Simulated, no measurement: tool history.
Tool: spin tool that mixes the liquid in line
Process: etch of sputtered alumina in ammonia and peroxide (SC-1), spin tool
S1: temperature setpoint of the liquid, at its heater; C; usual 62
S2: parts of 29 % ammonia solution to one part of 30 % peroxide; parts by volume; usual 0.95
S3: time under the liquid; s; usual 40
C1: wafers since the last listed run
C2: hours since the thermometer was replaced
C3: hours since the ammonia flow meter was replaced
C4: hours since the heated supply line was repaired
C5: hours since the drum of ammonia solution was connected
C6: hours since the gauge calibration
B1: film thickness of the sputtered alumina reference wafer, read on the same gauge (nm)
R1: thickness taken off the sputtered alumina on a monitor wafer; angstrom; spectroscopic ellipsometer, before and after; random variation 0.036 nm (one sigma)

Run 1, hour 0: usual settings; C1 0; C2 213.9; C3 1110.9; C4 2647.9; C5 198.3; C6 942.8; B1 50. Result: R1 42.6 angstrom.
Run 2, hour 94.9: usual settings; C1 1387; C2 308.8; C3 1205.8; C4 2742.8; C5 293.2; C6 1037.7; B1 50.02. Result: R1 43.4 angstrom.
Run 3, hour 173.2: usual settings; C1 1144; C2 387.1; C3 1284.1; C4 2821.1; C5 371.5; C6 1116; B1 49.99. Result: R1 42.9 angstrom.
Run 4, hour 214.3: usual settings; C1 600; C2 428.2; C3 1325.2; C4 2862.2; C5 412.6; C6 1157.1; B1 50. Result: R1 43 angstrom.
At hour 390.8: ammonia flow meter replaced.
Run 5, hour 403: usual settings but S2 0.6 parts by volume, S3 55 s; C1 2743; C2 616.9; C3 12.2; C4 3050.9; C5 601.3; C6 1345.8; B1 50.02. Result: R1 56.4 angstrom.
At hour 413.4: new drum of ammonia solution connected.
Run 6, hour 448.6: usual settings but S1 55.5 C, S2 0.8 parts by volume, S3 35 s; C1 651; C2 662.5; C3 57.8; C4 3096.5; C5 35.2; C6 1391.4; B1 50.01. Result: R1 26.5 angstrom.
Run 7, hour 503.5: usual settings but S1 69 C, S2 1.2 parts by volume; C1 802; C2 717.4; C3 112.7; C4 3151.4; C5 90.1; C6 1446.3; B1 50. Result: R1 61.6 angstrom.
Run 8, hour 592.3: usual settings but S1 67.5 C, S2 0.7 parts by volume, S3 25 s; C1 1298; C2 806.2; C3 201.5; C4 3240.2; C5 178.9; C6 1535.1; B1 50.01. Result: R1 34.1 angstrom.
Run 9, hour 658.3: usual settings but S2 0.65 parts by volume; C1 964; C2 872.2; C3 267.5; C4 3306.2; C5 244.9; C6 1601.1; B1 50. Result: R1 41.1 angstrom.
Run 10, hour 756.9: usual settings but S1 70 C, S2 0.5 parts by volume; C1 1441; C2 970.8; C3 366.1; C4 3404.8; C5 343.5; C6 1699.7; B1 49.97. Result: R1 59.3 angstrom.
Run 11, hour 820.4: usual settings but S1 69.5 C, S2 0.5 parts by volume, S3 55 s; C1 928; C2 1034.3; C3 429.6; C4 3468.3; C5 407; C6 1763.2; B1 49.99. Result: R1 79.2 angstrom.
Run 12, hour 877.9: usual settings; C1 840; C2 1091.8; C3 487.1; C4 3525.8; C5 464.5; C6 1820.7; B1 49.98. Result: R1 42.6 angstrom.
At hour 951.1: gauge calibrated.
Run 13, hour 978.6: usual settings; C1 1471; C2 1192.5; C3 587.8; C4 3626.5; C5 565.2; C6 27.5; B1 50.01. Result: R1 42.1 angstrom.
Run 14, hour 1067.7: usual settings but S1 59.5 C; C1 1302; C2 1281.6; C3 676.9; C4 3715.6; C5 654.3; C6 116.6; B1 50.01. Result: R1 36.2 angstrom.
Run 15, hour 1109.2: usual settings but S1 70 C, S3 50 s; C1 606; C2 1323.1; C3 718.4; C4 3757.1; C5 695.8; C6 158.1; B1 50.03. Result: R1 78.4 angstrom.
At hour 1113.7: thermometer replaced.
At hour 1117.6: new drum of ammonia solution connected.
At hour 1155.2: heated supply line repaired.
Run 16, hour 1272.8: usual settings but S1 59 C, S2 1.2 parts by volume, S3 30 s; C1 2347; C2 159.1; C3 882; C4 117.6; C5 155.2; C6 321.7; B1 49.99. Result: R1 29.9 angstrom.
Run 17, hour 1352.9: usual settings but S1 66 C, S2 0.75 parts by volume, S3 55 s; C1 1170; C2 239.2; C3 962.1; C4 197.7; C5 235.3; C6 401.8; B1 50.03. Result: R1 74.9 angstrom.
Run 18, hour 1415: usual settings; C1 907; C2 301.3; C3 1024.2; C4 259.8; C5 297.4; C6 463.9; B1 50. Result: R1 45.5 angstrom.
Run 19, hour 1475.7: usual settings; C1 887; C2 362; C3 1084.9; C4 320.5; C5 358.1; C6 524.6; B1 49.99. Result: R1 45.9 angstrom.
Run 20, hour 1566.3: usual settings but S3 55 s; C1 1324; C2 452.6; C3 1175.5; C4 411.1; C5 448.7; C6 615.2; B1 50.01. Result: R1 62.4 angstrom.
Run 21, hour 1641.4: usual settings but S1 67.5 C, S2 1.2 parts by volume; C1 1097; C2 527.7; C3 1250.6; C4 486.2; C5 523.8; C6 690.3; B1 49.98. Result: R1 60.9 angstrom.
At hour 1671.2: new drum of ammonia solution connected.
Run 22, hour 1724.1: usual settings but S1 56.5 C, S2 0.7 parts by volume; C1 1194; C2 610.4; C3 1333.3; C4 568.9; C5 52.9; C6 773; B1 50.02. Result: R1 33.5 angstrom.

The next listed run, before its measurement:
Run 23, hour 1811.5: usual settings but S1 69.5 C, S2 0.7 parts by volume, S3 60 s; C1 1277; C2 697.8; C3 1420.7; C4 656.3; C5 140.3; C6 860.4; B1 ?. Result: R1 ?.

Run 23 gave B1 49.98, R1 94.9 angstrom.
Without the tool's hidden state the same run would have given R1 96.5 angstrom.
